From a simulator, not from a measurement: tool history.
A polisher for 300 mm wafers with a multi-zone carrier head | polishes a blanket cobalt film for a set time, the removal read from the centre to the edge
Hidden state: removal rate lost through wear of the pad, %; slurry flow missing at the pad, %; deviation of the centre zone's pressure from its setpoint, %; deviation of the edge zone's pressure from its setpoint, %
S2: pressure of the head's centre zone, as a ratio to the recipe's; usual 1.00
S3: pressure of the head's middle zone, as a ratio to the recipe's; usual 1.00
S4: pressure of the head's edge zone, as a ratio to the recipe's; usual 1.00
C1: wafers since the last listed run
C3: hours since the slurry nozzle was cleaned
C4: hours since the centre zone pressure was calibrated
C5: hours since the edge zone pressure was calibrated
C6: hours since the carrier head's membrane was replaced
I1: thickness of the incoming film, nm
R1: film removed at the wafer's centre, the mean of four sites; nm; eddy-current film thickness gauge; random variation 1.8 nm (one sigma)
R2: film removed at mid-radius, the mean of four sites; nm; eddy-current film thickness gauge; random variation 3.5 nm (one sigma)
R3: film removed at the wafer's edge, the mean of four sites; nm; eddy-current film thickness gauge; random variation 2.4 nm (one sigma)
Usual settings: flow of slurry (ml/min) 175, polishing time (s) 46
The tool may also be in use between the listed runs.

{"run": 1, "hour": 0.0, "flow of slurry (ml/min)": 175, "S2": 1.0, "S3": 1.06, "S4": 1.0, "polishing time (s)": 46, "C1": 0, "wafers polished on this pad": 833, "C3": 602.1, "C4": 468.9, "C5": 233.9, "C6": 871.1, "I1": 804.6, "R1": 233.8, "R2": 241.2, "R3": 243.6}
{"hour": 91.8, "done": "slurry nozzle cleaned"}
{"run": 2, "hour": 101.5, "flow of slurry (ml/min)": 175, "S2": 1.0, "S3": 1.0, "S4": 1.0, "polishing time (s)": 46, "C1": 902, "wafers polished on this pad": 1736, "C3": 9.7, "C4": 570.4, "C5": 335.4, "C6": 972.6, "I1": 816.8, "R1": 239.8, "R2": 240.3, "R3": 245.7}
{"run": 3, "hour": 140.7, "flow of slurry (ml/min)": 175, "S2": 1.0, "S3": 1.0, "S4": 1.0, "polishing time (s)": 46, "C1": 351, "wafers polished on this pad": 2088, "C3": 48.9, "C4": 609.6, "C5": 374.6, "C6": 1011.8, "I1": 813.1, "R1": 245.4, "R2": 233.5, "R3": 246.4}
{"hour": 161.0, "done": "centre zone pressure recalibrated"}
{"run": 4, "hour": 245.9, "flow of slurry (ml/min)": 175, "S2": 0.92, "S3": 1.0, "S4": 1.0, "polishing time (s)": 46, "C1": 926, "wafers polished on this pad": 3014, "C3": 154.1, "C4": 84.9, "C5": 479.8, "C6": 1117.0, "I1": 811.2, "R1": 217.4, "R2": 239.9, "R3": 246.1}
{"run": 5, "hour": 295.3, "flow of slurry (ml/min)": 175, "S2": 1.0, "S3": 1.0, "S4": 1.0, "polishing time (s)": 46, "C1": 443, "wafers polished on this pad": 3458, "C3": 203.5, "C4": 134.3, "C5": 529.2, "C6": 1166.4, "I1": 815.5, "R1": 236.2, "R2": 230.9, "R3": 243.6}
{"run": 6, "hour": 363.1, "flow of slurry (ml/min)": 175, "S2": 1.09, "S3": 1.11, "S4": 1.06, "polishing time (s)": 46, "C1": 608, "wafers polished on this pad": 4067, "C3": 271.3, "C4": 202.1, "C5": 597.0, "C6": 1234.2, "I1": 808.5, "R1": 259.5, "R2": 255.8, "R3": 247.4}
{"run": 7, "hour": 413.1, "flow of slurry (ml/min)": 175, "S2": 1.0, "S3": 1.0, "S4": 1.12, "polishing time (s)": 51, "C1": 448, "wafers polished on this pad": 4516, "C3": 321.3, "C4": 252.1, "C5": 647.0, "C6": 1284.2, "I1": 808.7, "R1": 259.3, "R2": 258.0, "R3": 278.8}
{"hour": 476.9, "done": "carrier head's membrane replaced by a new one"}
{"run": 8, "hour": 505.3, "flow of slurry (ml/min)": 215, "S2": 1.09, "S3": 1.0, "S4": 1.0, "polishing time (s)": 57, "C1": 782, "wafers polished on this pad": 5299, "C3": 413.5, "C4": 344.3, "C5": 739.2, "C6": 28.4, "I1": 831.9, "R1": 330.8, "R2": 305.9, "R3": 302.2}
{"run": 9, "hour": 569.6, "flow of slurry (ml/min)": 175, "S2": 1.0, "S3": 1.0, "S4": 0.93, "polishing time (s)": 46, "C1": 577, "wafers polished on this pad": 5876, "C3": 477.8, "C4": 408.6, "C5": 803.5, "C6": 92.7, "I1": 822.0, "R1": 234.9, "R2": 231.4, "R3": 235.7}
{"hour": 637.1, "done": "worn pad replaced by a new one"}
{"run": 10, "hour": 650.4, "flow of slurry (ml/min)": 160, "S2": 0.9, "S3": 1.0, "S4": 1.05, "polishing time (s)": 53, "C1": 689, "wafers polished on this pad": 119, "C3": 558.6, "C4": 489.4, "C5": 884.3, "C6": 173.5, "I1": 826.4, "R1": 236.2, "R2": 266.3, "R3": 283.9}
{"run": 11, "hour": 706.5, "flow of slurry (ml/min)": 175, "S2": 0.95, "S3": 1.0, "S4": 1.0, "polishing time (s)": 46, "C1": 503, "wafers polished on this pad": 623, "C3": 614.7, "C4": 545.5, "C5": 940.4, "C6": 229.6, "I1": 817.1, "R1": 223.3, "R2": 230.9, "R3": 243.0}
{"hour": 739.6, "done": "centre zone pressure recalibrated"}
{"run": 12, "hour": 807.8, "flow of slurry (ml/min)": 175, "S2": 1.12, "S3": 1.0, "S4": 1.0, "polishing time (s)": 46, "C1": 891, "wafers polished on this pad": 1514, "C3": 716.0, "C4": 68.2, "C5": 1041.7, "C6": 330.9, "I1": 813.1, "R1": 262.4, "R2": 232.2, "R3": 239.6}
{"run": 13, "hour": 874.1, "flow of slurry (ml/min)": 175, "S2": 1.0, "S3": 0.95, "S4": 1.04, "polishing time (s)": 33, "C1": 595, "wafers polished on this pad": 2109, "C3": 782.3, "C4": 134.5, "C5": 1108.0, "C6": 397.2, "I1": 828.5, "R1": 166.4, "R2": 160.3, "R3": 177.6}
{"run": 14, "hour": 914.4, "flow of slurry (ml/min)": 175, "S2": 1.0, "S3": 1.0, "S4": 1.0, "polishing time (s)": 46, "C1": 361, "wafers polished on this pad": 2471, "C3": 822.6, "C4": 174.8, "C5": 1148.3, "C6": 437.5, "I1": 837.7, "R1": 232.1, "R2": 232.9, "R3": 237.5}
{"hour": 937.6, "done": "slurry nozzle cleaned"}
{"run": 15, "hour": 977.3, "flow of slurry (ml/min)": 175, "S2": 1.0, "S3": 1.0, "S4": 1.0, "polishing time (s)": 46, "C1": 555, "wafers polished on this pad": 3027, "C3": 39.7, "C4": 237.7, "C5": 1211.2, "C6": 500.4, "I1": 823.7, "R1": 243.0, "R2": 242.0, "R3": 246.0}
{"run": 16, "hour": 1022.3, "flow of slurry (ml/min)": 235, "S2": 1.0, "S3": 0.94, "S4": 0.94, "polishing time (s)": 46, "C1": 404, "wafers polished on this pad": 3431, "C3": 84.7, "C4": 282.7, "C5": 1256.2, "C6": 545.4, "I1": 822.3, "R1": 256.8, "R2": 235.8, "R3": 246.7}
{"run": 17, "hour": 1087.9, "flow of slurry (ml/min)": 175, "S2": 1.0, "S3": 1.0, "S4": 1.0, "polishing time (s)": 51, "C1": 589, "wafers polished on this pad": 4020, "C3": 150.3, "C4": 348.3, "C5": 1321.8, "C6": 611.0, "I1": 824.2, "R1": 263.8, "R2": 261.7, "R3": 271.2}
{"hour": 1155.1, "done": "edge zone pressure recalibrated"}
{"run": 18, "hour": 1177.4, "flow of slurry (ml/min)": 175, "S2": 1.0, "S3": 1.08, "S4": 1.0, "polishing time (s)": 46, "C1": 785, "wafers polished on this pad": 4806, "C3": 239.8, "C4": 437.8, "C5": 22.3, "C6": 700.5, "I1": 822.2, "R1": 236.5, "R2": 251.4, "R3": 241.0}
{"hour": 1256.1, "done": "worn pad replaced by a new one"}
{"run": 19, "hour": 1259.0, "flow of slurry (ml/min)": 175, "S2": 1.0, "S3": 1.0, "S4": 1.0, "polishing time (s)": 31, "C1": 696, "wafers polished on this pad": 26, "C3": 321.4, "C4": 519.4, "C5": 103.9, "C6": 782.1, "I1": 819.7, "R1": 161.8, "R2": 159.2, "R3": 163.6}
{"run": 20, "hour": 1312.4, "flow of slurry (ml/min)": 130, "S2": 1.0, "S3": 1.0, "S4": 1.0, "polishing time (s)": 58, "C1": 479, "wafers polished on this pad": 505, "C3": 374.8, "C4": 572.8, "C5": 157.3, "C6": 835.5, "I1": 821.9, "R1": 271.2, "R2": 273.7, "R3": 286.7}
{"run": 21, "hour": 1357.3, "flow of slurry (ml/min)": 225, "S2": 1.0, "S3": 0.89, "S4": 1.0, "polishing time (s)": 54, "C1": 403, "wafers polished on this pad": 908, "C3": 419.7, "C4": 617.7, "C5": 202.2, "C6": 880.4, "I1": 827.6, "R1": 288.4, "R2": 271.9, "R3": 294.8}

5 ways to go on from here, each from the tool as it stands after run 21. What would each give?
{"run": "A", "hour": 1357.7, "flow of slurry (ml/min)": 175, "S2": 1.0, "S3": 1.0, "S4": 1.0, "polishing time (s)": 46, "C1": 3, "wafers polished on this pad": 912, "C3": 420.1, "C4": 618.1, "C5": 202.6, "C6": 880.8, "I1": 810.3, "R1": "?", "R2": "?", "R3": "?"}
{"run": "B", "hour": 1357.7, "flow of slurry (ml/min)": 175, "S2": 1.0, "S3": 1.0, "S4": 1.0, "polishing time (s)": 53, "C1": 3, "wafers polished on this pad": 912, "C3": 420.1, "C4": 618.1, "C5": 202.6, "C6": 880.8, "I1": 810.3, "R1": "?", "R2": "?", "R3": "?"}
{"run": "C", "hour": 1357.7, "flow of slurry (ml/min)": 175, "S2": 1.0, "S3": 0.97, "S4": 1.0, "polishing time (s)": 46, "C1": 3, "wafers polished on this pad": 912, "C3": 420.1, "C4": 618.1, "C5": 202.6, "C6": 880.8, "I1": 810.3, "R1": "?", "R2": "?", "R3": "?"}
{"run": "D", "hour": 1357.7, "flow of slurry (ml/min)": 225, "S2": 1.0, "S3": 1.0, "S4": 1.0, "polishing time (s)": 46, "C1": 3, "wafers polished on this pad": 912, "C3": 420.1, "C4": 618.1, "C5": 202.6, "C6": 880.8, "I1": 810.3, "R1": "?", "R2": "?", "R3": "?"}
{"run": "E", "hour": 1357.7, "flow of slurry (ml/min)": 175, "S2": 1.0, "S3": 0.93, "S4": 1.0, "polishing time (s)": 36, "C1": 3, "wafers polished on this pad": 912, "C3": 420.1, "C4": 618.1, "C5": 202.6, "C6": 880.8, "I1": 810.3, "R1": "?", "R2": "?", "R3": "?"}

run=A R1=234.2 R2=232.4 R3=242.8
run=B R1=269.9 R2=267.8 R3=279.8
run=C R1=234.2 R2=228.4 R3=242.9
run=D R1=246.8 R2=243.5 R3=251.2
run=E R1=183.3 R2=174.5 R3=190.2
Without the tool's hidden state the same runs would have given:
run=A R1=242.7 R2=239.8 R3=248.4
run=B R1=279.6 R2=276.3 R3=286.2
run=C R1=242.6 R2=235.6 R3=248.5
run=D R1=253.6 R2=249.4 R3=255.7
run=E R1=189.9 R2=180.0 R3=194.5
